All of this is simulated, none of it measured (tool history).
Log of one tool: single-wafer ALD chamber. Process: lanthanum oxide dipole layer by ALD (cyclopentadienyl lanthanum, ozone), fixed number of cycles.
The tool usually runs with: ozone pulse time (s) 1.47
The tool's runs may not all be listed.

run	day	ozone pulse time (s)	wafers since the last listed run	hours since the last thermocouple change	hours since the last ozone generator service	hours since the showerhead was replaced	hours since the gauge calibration	read-back reference wafer on the same gauge, thickness_nm	mean film thickness on the monitor wafer (Å)
1	0.000	1.47	0	989.6	520.0	5830.4	1001.2	0.594	4.94
# day 3.783: gauge calibrated
2	7.575	1.47	3136	1171.4	701.8	6012.2	91.0	0.594	4.92
3	9.021	1.47	598	1206.1	736.5	6046.9	125.7	0.594	4.86
4	11.421	1.47	993	1263.7	794.1	6104.5	183.3	0.594	4.86
5	14.004	1.47	1069	1325.7	856.1	6166.5	245.3	0.594	4.85
# day 16.050: ozone generator serviced
6	16.212	1.68	776	1378.7	3.9	6219.5	298.3	0.593	5.07
7	17.388	1.68	486	1406.9	32.1	6247.7	326.5	0.595	5.12
8	18.554	1.47	483	1434.9	60.1	6275.7	354.5	0.594	4.99
9	19.829	1.47	527	1465.5	90.7	6306.3	385.1	0.594	4.99
10	21.538	1.47	707	1506.5	131.7	6347.3	426.1	0.595	4.97
11	24.417	1.47	1192	1575.6	200.8	6416.4	495.2	0.595	4.96
12	27.062	1.47	1095	1639.1	264.3	6479.9	558.7	0.594	4.96
13	28.200	1.92	470	1666.4	291.6	6507.2	586.0	0.594	5.06
14	29.921	1.15	712	1707.7	332.9	6548.5	627.3	0.594	4.73
15	36.008	1.47	2520	1853.8	479.0	6694.6	773.4	0.594	4.92
16	37.629	1.14	671	1892.7	517.9	6733.5	812.3	0.594	4.68
# day 38.025: showerhead replaced
17	39.796	1.47	759	1944.7	569.9	42.5	864.3	0.594	4.96
18	40.962	1.94	483	1972.7	597.9	70.5	892.3	0.594	5.03
19	43.400	0.92	1009	2031.2	656.4	129.0	950.8	0.594	4.41
# day 44.008: thermocouple changed; heater temperature recalibrated
20	45.254	1.32	629	29.9	700.9	173.5	995.3	0.595	4.81
21	46.467	1.47	501	59.0	730.0	202.6	1024.4	0.594	4.84
22	49.183	1.47	1124	124.2	795.2	267.8	1089.6	0.594	4.83
23	51.254	1.30	857	173.9	844.9	317.5	1139.3	0.594	4.69
# day 52.338: gauge calibrated
24	53.833	1.47	1067	235.8	906.8	379.4	35.9	0.594	4.79
25	54.988	1.47	477	263.5	934.5	407.1	63.6	0.594	4.82
26	56.383	1.06	577	297.0	968.0	440.6	97.1	0.594	4.45
27	58.396	1.24	833	345.3	1016.3	488.9	145.4	0.594	4.58
# day 60.729: ozone generator serviced
28	61.171	1.62	1010	411.9	10.6	555.5	212.0	0.594	5.03
29	63.296	2.03	879	462.9	61.6	606.5	263.0	0.593	5.15
30	66.146	0.98	1179	531.3	130.0	674.9	331.4	0.593	4.63
31	69.867	1.47	1540	620.6	219.3	764.2	420.7	0.594	4.97
32	72.829	1.47	1226	691.7	290.4	835.3	491.8	0.594	5.01
33	80.696	1.47	3256	880.5	479.2	1024.1	680.6	0.595	4.92
34	81.971	1.76	527	911.1	509.8	1054.7	711.2	0.595	5.01

Consider 4 possible next runs. They are alternatives, not a sequence: every one starts from the tool as it was left by run 34. What does each give?
A	81.988	1.95	6	911.5	510.2	1055.1	711.6	?	?
B	81.988	0.91	6	911.5	510.2	1055.1	711.6	?	?
C	81.988	1.66	6	911.5	510.2	1055.1	711.6	?	?
D	81.988	1.73	6	911.5	510.2	1055.1	711.6	?	?

run	read-back reference wafer on the same gauge, thickness_nm	mean film thickness on the monitor wafer (Å)
A	0.594	5.13
B	0.594	4.45
C	0.594	5.02
D	0.594	5.05
The same runs, with their run-to-run variation unchanged, on a tool lacking any hidden condition would have given:
run	mean film thickness on the monitor wafer (Å)
A	5.20
B	4.64
C	5.12
D	5.15
